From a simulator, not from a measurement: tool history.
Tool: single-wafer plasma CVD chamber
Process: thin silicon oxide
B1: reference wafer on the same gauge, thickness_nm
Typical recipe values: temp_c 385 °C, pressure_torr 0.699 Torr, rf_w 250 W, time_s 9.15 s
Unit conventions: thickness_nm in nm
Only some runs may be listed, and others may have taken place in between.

run 1 hour=0.0 | temp_c=385 pressure_torr=0.699 rf_w=250 time_s=9.15 | B1=13.608 | thickness_nm=13.122
run 2 hour=39.6 | temp_c=385 pressure_torr=0.699 rf_w=250 time_s=9.15 | B1=13.619 | thickness_nm=13.180
run 3 hour=78.0 | temp_c=385 pressure_torr=0.699 rf_w=250 time_s=9.15 | B1=13.619 | thickness_nm=13.061
run 4 hour=132.2 | temp_c=376 pressure_torr=0.699 rf_w=250 time_s=9.15 | B1=13.592 | thickness_nm=13.161
run 5 hour=221.3 | temp_c=376 pressure_torr=0.699 rf_w=250 time_s=9.15 | B1=13.590 | thickness_nm=13.283
run 6 hour=302.2 | temp_c=385 pressure_torr=0.699 rf_w=250 time_s=9.15 | B1=13.578 | thickness_nm=13.262
run 7 hour=349.8 | temp_c=385 pressure_torr=0.699 rf_w=250 time_s=9.15 | B1=13.591 | thickness_nm=13.288
run 8 hour=435.3 | temp_c=385 pressure_torr=0.699 rf_w=250 time_s=9.15 | B1=13.583 | thickness_nm=13.347
run 9 hour=513.4 | temp_c=374 pressure_torr=0.573 rf_w=250 time_s=8.51 | B1=13.621 | thickness_nm=11.346
run 10 hour=611.5 | temp_c=399 pressure_torr=0.842 rf_w=295 time_s=9.96 | B1=13.571 | thickness_nm=16.209
run 11 hour=716.1 | temp_c=378 pressure_torr=0.537 rf_w=285 time_s=9.82 | B1=13.589 | thickness_nm=12.528
run 12 hour=787.4 | temp_c=385 pressure_torr=0.780 rf_w=250 time_s=7.99 | B1=13.608 | thickness_nm=12.009
run 13 hour=852.8 | temp_c=385 pressure_torr=0.699 rf_w=200 time_s=7.91 | B1=13.620 | thickness_nm=10.437
run 14 hour=915.6 | temp_c=389 pressure_torr=0.699 rf_w=250 time_s=8.18 | B1=13.582 | thickness_nm=11.590
run 15 hour=953.4 | temp_c=385 pressure_torr=0.699 rf_w=250 time_s=9.15 | B1=13.611 | thickness_nm=13.099
run 16 hour=1014.5 | temp_c=396 pressure_torr=0.577 rf_w=250 time_s=10.86 | B1=13.601 | thickness_nm=13.787
run 17 hour=1119.2 | temp_c=385 pressure_torr=0.699 rf_w=250 time_s=8.46 | B1=13.622 | thickness_nm=12.114
run 18 hour=1218.2 | temp_c=385 pressure_torr=0.594 rf_w=250 time_s=10.06 | B1=13.598 | thickness_nm=13.187
run 19 hour=1254.8 | temp_c=385 pressure_torr=0.699 rf_w=250 time_s=8.57 | B1=13.616 | thickness_nm=12.408
run 20 hour=1302.8 | temp_c=381 pressure_torr=0.699 rf_w=220 time_s=10.27 | B1=13.591 | thickness_nm=14.256
run 21 hour=1363.8 | temp_c=385 pressure_torr=0.699 rf_w=250 time_s=9.15 | B1=13.606 | thickness_nm=13.297
run 22 hour=1409.5 | temp_c=385 pressure_torr=0.533 rf_w=250 time_s=9.15 | B1=13.604 | thickness_nm=11.435
run 23 hour=1468.4 | temp_c=385 pressure_torr=0.699 rf_w=250 time_s=9.15 | B1=13.598 | thickness_nm=13.386
run 24 hour=1533.1 | temp_c=385 pressure_torr=0.588 rf_w=285 time_s=9.15 | B1=13.601 | thickness_nm=12.595
run 25 hour=1640.4 | temp_c=385 pressure_torr=0.635 rf_w=250 time_s=7.85 | B1=13.596 | thickness_nm=10.407
run 26 hour=1698.5 | temp_c=385 pressure_torr=0.597 rf_w=250 time_s=9.15 | B1=13.576 | thickness_nm=11.723
run 27 hour=1825.9 | temp_c=375 pressure_torr=0.546 rf_w=250 time_s=9.79 | B1=13.590 | thickness_nm=12.233
run 28 hour=1905.6 | temp_c=385 pressure_torr=0.783 rf_w=250 time_s=7.59 | B1=13.598 | thickness_nm=11.531

Put back what was entered between runs (7 entries, withheld): which listed runs does each sit between, and how does the hidden state differ from the listed run before to the listed run after?
After run 4, before run 5: thermocouple changed; heater temperature recalibrated (hour 220.8)
  true pressure above the setpoint (%): 5.34 -> 6.06
  what was measured, less what the result would be without the hidden state, thickness_nm: +0.386 -> +0.440 nm
After run 7, before run 8: showerhead replaced (hour 382.8)
  true pressure above the setpoint (%): 7.11 -> 7.8
  what was measured, less what the result would be without the hidden state, thickness_nm: +0.514 -> +0.564 nm
After run 9, before run 10: RF generator calibrated (hour 585.3); capacitance manometer re-zeroed and calibrated (hour 605.0)
  true pressure above the setpoint (%): 8.43 -> 0.922
  what was measured, less what the result would be without the hidden state, thickness_nm: +0.539 -> +0.078 nm
After run 10, before run 11: gauge calibrated (hour 667.7)
  true pressure above the setpoint (%): 0.922 -> 1.77
  what was measured, less what the result would be without the hidden state, thickness_nm: +0.078 -> +0.130 nm
After run 24, before run 25: capacitance manometer re-zeroed and calibrated (hour 1610.9)
  true pressure above the setpoint (%): 8.39 -> 0.277
  what was measured, less what the result would be without the hidden state, thickness_nm: +0.596 -> +0.017 nm
After run 26, before run 27: RF generator calibrated (hour 1799.8)
  true pressure above the setpoint (%): 0.748 -> 1.78
  what was measured, less what the result would be without the hidden state, thickness_nm: +0.052 -> +0.127 nm
